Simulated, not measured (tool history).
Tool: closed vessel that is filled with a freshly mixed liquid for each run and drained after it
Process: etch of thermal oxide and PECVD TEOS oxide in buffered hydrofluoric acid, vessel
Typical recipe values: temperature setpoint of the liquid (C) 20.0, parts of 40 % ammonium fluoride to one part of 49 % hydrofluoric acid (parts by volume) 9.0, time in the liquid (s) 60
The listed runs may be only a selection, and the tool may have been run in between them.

run,hour,temperature setpoint of the liquid (C),parts of 40 % ammonium fluoride to one part of 49 % hydrofluoric acid (parts by volume),time in the liquid (s),wafers since the last listed run,hours since the thermometer was replaced,hours since the hydrofluoric acid flow meter was replaced,hours since the gauge calibration,"read-back film thickness of the thermal oxide reference wafer, read on the same gauge (nm)","read-back film thickness of the PECVD TEOS oxide reference wafer, read on the same gauge (nm)",thickness taken off the thermal oxide on a monitor wafer (Å),thickness taken off the PECVD TEOS oxide on a monitor wafer (Å)
1,0.0,20.0,9.0,60,0,1267.4,1707.0,238.5,30.00,140.00,664.0,1636.3
# hour 2.7: hydrofluoric acid flow meter replaced
# hour 13.7: thermometer replaced
2,14.5,20.0,9.0,75,1629,0.8,11.8,253.0,30.00,139.99,726.0,1784.2
3,26.6,20.0,9.0,75,1576,12.9,23.9,265.1,29.99,139.98,731.1,1774.1
4,42.4,20.0,9.0,60,2059,28.7,39.7,280.9,29.99,140.00,578.9,1423.5
# hour 46.1: gauge calibrated
5,50.6,20.0,9.0,60,1068,36.9,47.9,4.5,30.00,140.02,578.1,1424.3
6,57.2,20.0,9.0,60,860,43.5,54.5,11.1,29.99,140.02,585.8,1426.2
7,68.3,20.0,9.0,60,1446,54.6,65.6,22.2,30.00,140.01,587.9,1442.0
8,85.4,21.5,8.0,60,2228,71.7,82.7,39.3,30.01,139.98,726.8,1767.8
9,102.7,18.5,6.0,60,2254,89.0,100.0,56.6,30.01,139.99,804.3,1979.7
10,109.4,20.0,9.0,80,873,95.7,106.7,63.3,29.98,140.01,784.5,1923.1
11,122.9,20.0,9.0,60,1759,109.2,120.2,76.8,29.99,140.02,584.9,1430.5
12,139.8,22.5,11.0,60,2202,126.1,137.1,93.7,30.00,140.00,576.6,1434.9
13,157.7,20.0,12.5,60,2332,144.0,155.0,111.6,30.01,139.99,445.5,1090.4
14,166.4,20.0,9.0,70,1133,152.7,163.7,120.3,30.00,139.99,687.9,1700.3
15,187.1,20.0,9.0,60,2697,173.4,184.4,141.0,30.01,140.00,598.3,1455.1
16,195.1,22.5,6.5,60,1042,181.4,192.4,149.0,30.00,139.99,950.8,2348.5
17,211.5,20.0,9.0,60,2137,197.8,208.8,165.4,29.99,140.01,590.0,1453.4
18,222.8,20.0,9.0,85,1472,209.1,220.1,176.7,29.99,140.02,843.8,2066.6
19,232.9,20.0,9.0,95,1316,219.2,230.2,186.8,30.00,139.98,941.1,2299.0
20,246.2,20.0,9.0,60,1733,232.5,243.5,200.1,30.00,139.99,599.6,1450.7
21,263.9,20.0,12.0,60,2306,250.2,261.2,217.8,30.00,139.99,466.6,1147.8
22,274.0,17.5,9.0,35,1316,260.3,271.3,227.9,30.00,140.00,302.2,753.0
23,284.7,20.0,11.5,60,1394,271.0,282.0,238.6,29.99,140.00,489.4,1205.1
24,296.6,20.0,6.0,60,1550,282.9,293.9,250.5,30.02,139.99,896.3,2208.1
25,303.3,23.5,9.0,60,873,289.6,300.6,257.2,30.00,140.00,728.5,1784.2
26,311.6,20.0,9.0,60,1081,297.9,308.9,265.5,30.01,140.00,600.8,1477.1
27,327.7,20.0,9.0,60,2098,314.0,325.0,281.6,30.00,140.01,604.3,1469.0

Below are 3 alternative next runs, each starting from the tool's condition after run 27. Predict each:
A,328.4,20.0,9.0,60,91,314.7,325.7,282.3,?,?,?,?
B,328.4,22.0,8.0,30,91,314.7,325.7,282.3,?,?,?,?
C,328.4,20.0,9.0,50,91,314.7,325.7,282.3,?,?,?,?

run,"read-back film thickness of the thermal oxide reference wafer, read on the same gauge (nm)","read-back film thickness of the PECVD TEOS oxide reference wafer, read on the same gauge (nm)",thickness taken off the thermal oxide on a monitor wafer (Å),thickness taken off the PECVD TEOS oxide on a monitor wafer (Å)
A,30.00,140.03,609.2,1469.2
B,30.00,140.03,386.6,932.3
C,30.00,140.03,507.7,1224.4
With the hidden condition removed and each run's random variation left untouched, the same runs would have given:
run,thickness taken off the thermal oxide on a monitor wafer (Å),thickness taken off the PECVD TEOS oxide on a monitor wafer (Å)
A,581.0,1401.2
B,368.9,889.7
C,484.2,1167.6
